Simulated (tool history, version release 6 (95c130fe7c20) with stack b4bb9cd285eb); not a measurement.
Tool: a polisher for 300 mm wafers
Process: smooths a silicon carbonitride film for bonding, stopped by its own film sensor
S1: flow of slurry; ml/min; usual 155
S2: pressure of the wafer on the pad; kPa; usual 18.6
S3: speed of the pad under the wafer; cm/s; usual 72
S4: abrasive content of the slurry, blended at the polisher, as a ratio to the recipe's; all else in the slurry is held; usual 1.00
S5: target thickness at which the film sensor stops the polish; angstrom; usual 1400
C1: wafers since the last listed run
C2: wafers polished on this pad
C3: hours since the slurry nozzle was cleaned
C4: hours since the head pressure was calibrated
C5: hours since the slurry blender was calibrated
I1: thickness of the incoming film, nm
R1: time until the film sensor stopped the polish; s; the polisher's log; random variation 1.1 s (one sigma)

run   hour   S1    S2  S3    S4    S5   C1   C2     C3     C4     C5     I1     R1
  1    0.0  155  18.6  72  0.90  1400    0  405    1.1  494.9   17.7  171.4  121.0
  2   14.3  155  18.6  72  0.90  1400   92  498   15.4  509.2   32.0  166.7  103.4
  3   23.5  110  18.6  72  1.15  1400   59  558   24.6  518.4   41.2  168.6  109.5
  4   39.3  155  18.6  72  1.00  1400  102  660   40.4  534.2   57.0  170.0  114.8
  5   56.4  155  18.6  72  1.00  1400  110  771   57.5  551.3   74.1  168.4  106.6
      64.4  -- worn pad replaced by a new one
  6   68.9  180  22.8  72  1.00  1400   55   28   70.0  563.8   86.6  170.1   91.2
  7   81.6  180  22.8  72  1.00  1400   82  111   82.7  576.5   99.3  168.1   85.0
  8   89.4  195  18.6  72  1.00  1400   50  161   90.5  584.3  107.1  169.9  111.2
  9  100.6  195  18.6  72  1.00  1400   72  234  101.7  595.5  118.3  167.3  101.0
 10  110.8  195  18.6  72  1.00  1400   66  300  111.9  605.7  128.5  169.9  111.7
     123.7  -- slurry blender recalibrated
 11  126.7  155  18.6  72  1.00  1400   90  390  127.8  621.6    3.0  167.5  113.4
 12  144.6  155  18.6  72  1.00  1400  116  506  145.7  639.5   20.9  172.2  136.9
 13  151.2  155  18.6  72  1.00  1400   42  549  152.3  646.1   27.5  170.0  129.4
 14  158.2  110  18.6  72  1.00  1400   45  594  159.3  653.1   34.5  169.6  140.5
 15  168.4  155  18.6  72  0.90  1400   66  661  169.5  663.3   44.7  169.7  140.5
 16  183.9  155  13.8  72  1.00  1400  100  761  185.0  678.8   60.2  169.0  177.6
     190.1  -- slurry blender recalibrated, repeated, since the last time left the tool worse
 17  198.6  155  18.6  72  1.25  1400   82  843  199.7  693.5    8.5  169.4   97.5
     204.5  -- worn pad replaced by a new one
 18  211.1  130  18.6  72  1.20  1490   55   42  212.2  706.0   21.0  167.7   66.6
     215.3  -- head pressure recalibrated
 19  222.5  140  18.6  72  1.00  1400   60  103  223.6    7.2   32.4  170.0  113.8
     227.5  -- slurry nozzle cleaned
 20  228.8  155  18.6  72  1.00  1400   34  137    1.3   13.5   38.7  171.8  116.8
 21  243.3  130  18.6  72  1.20  1490   93  231   15.8   28.0   53.2  167.3   66.6
 22  249.3  155  18.6  66  1.00  1400   38  270   21.8   34.0   59.2  169.8  122.2
 23  259.3  185  18.6  86  1.00  1460   64  335   31.8   44.0   69.2  169.6   76.4
 24  273.9  155  18.6  88  1.00  1400   94  430   46.4   58.6   83.8  169.9   97.8
 25  283.4  105  18.6  80  0.75  1330   61  491   55.9   68.1   93.3  171.7  168.6
 26  294.3  155  18.6  72  1.00  1400   70  562   66.8   79.0  104.2  166.7  102.8

The same runs without the tool's hidden state, with the same run-to-run variation:
The hidden state here: removal rate lost through wear of the pad, %; slurry flow missing at the pad, %; deviation of the head's pressure from its setpoint, %; abrasive missing from the slurry, %.
run     R1
  1  117.8
  2   99.4
  3  105.0
  4  108.9
  5  100.4
  6   85.6
  7   79.5
  8  103.9
  9   94.1
 10  104.0
 11   96.6
 12  113.2
 13  106.0
 14  114.1
 15  111.9
 16  140.8
 17   96.3
 18   65.0
 19  109.8
 20  112.2
 21   63.7
 22  116.0
 23   72.2
 24   92.1
 25  157.2
 26   96.3

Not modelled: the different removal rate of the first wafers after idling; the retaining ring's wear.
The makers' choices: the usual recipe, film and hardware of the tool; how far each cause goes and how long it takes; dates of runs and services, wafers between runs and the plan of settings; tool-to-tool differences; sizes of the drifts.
